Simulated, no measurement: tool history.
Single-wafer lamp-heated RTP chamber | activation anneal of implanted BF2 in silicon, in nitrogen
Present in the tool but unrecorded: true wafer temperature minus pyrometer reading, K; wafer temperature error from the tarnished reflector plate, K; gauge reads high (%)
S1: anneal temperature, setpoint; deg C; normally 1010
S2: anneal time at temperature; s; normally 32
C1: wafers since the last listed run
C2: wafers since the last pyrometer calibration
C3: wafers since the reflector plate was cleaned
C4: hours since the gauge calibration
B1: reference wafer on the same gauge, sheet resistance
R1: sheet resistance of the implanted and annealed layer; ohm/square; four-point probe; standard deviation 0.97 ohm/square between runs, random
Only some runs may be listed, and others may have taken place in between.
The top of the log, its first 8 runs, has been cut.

run,hour,S1,S2,C1,C2,C3,C4,B1,R1
9,85.1,1010,32,287,2659,5793,325.9,143.06,175.87
10,94.2,1010,32,161,2820,5954,335.0,142.89,175.13
11,105.1,1010,32,193,3013,6147,345.9,143.24,176.57
12,114.7,1010,32,170,3184,6318,355.5,142.90,175.74
13,126.9,1010,32,216,3400,6534,367.7,142.70,174.58
14,135.9,1010,32,159,3560,6694,376.7,142.88,173.50
15,142.4,1010,32,115,3675,6809,383.2,143.23,174.22
16,157.6,1010,32,269,3945,7079,398.4,142.91,173.20
17,169.8,1010,32,216,4161,7295,410.6,143.18,173.05
18,185.5,1021,32,278,4440,7574,426.3,142.84,159.29
19,198.2,1010,49,225,4665,7799,439.0,143.04,156.91
20,211.5,1024,32,235,4901,8035,452.3,143.13,156.05
# hour 228.4: gauge calibrated
# hour 231.3: reflector plate cleaned
21,231.8,1010,17,218,5119,8,3.4,143.00,215.64
22,236.2,1036,32,78,5197,86,7.8,143.41,148.37
23,263.8,1010,48,489,5687,576,35.4,143.11,162.33
24,281.1,1023,25,306,5994,883,52.7,142.70,169.22
25,288.8,988,40,136,6130,1019,60.4,143.12,217.96
26,301.6,1001,46,227,6357,1247,73.2,143.00,177.74
# hour 321.7: pyrometer window cleaned and pyrometer calibrated
27,322.2,1022,21,223,8,1470,93.8,143.19,179.10
28,332.2,1031,17,177,186,1648,103.8,142.81,173.49
29,343.2,1001,46,195,381,1843,114.8,143.08,178.43
30,350.0,1028,24,120,502,1963,121.6,143.34,163.87
31,357.3,1010,32,129,631,2093,128.9,142.67,178.25
32,369.2,1025,15,211,842,2304,140.8,142.81,191.76
33,382.0,981,40,227,1069,2531,153.6,143.17,235.80

Run 34 comes next. What will it give?
34,398.1,999,32,285,1355,2817,169.7,?,?

{"run 34": {"B1": 143.01, "R1": 198.33}}
Without the tool's hidden state the same run would have given R1 199.70 ohm/square.

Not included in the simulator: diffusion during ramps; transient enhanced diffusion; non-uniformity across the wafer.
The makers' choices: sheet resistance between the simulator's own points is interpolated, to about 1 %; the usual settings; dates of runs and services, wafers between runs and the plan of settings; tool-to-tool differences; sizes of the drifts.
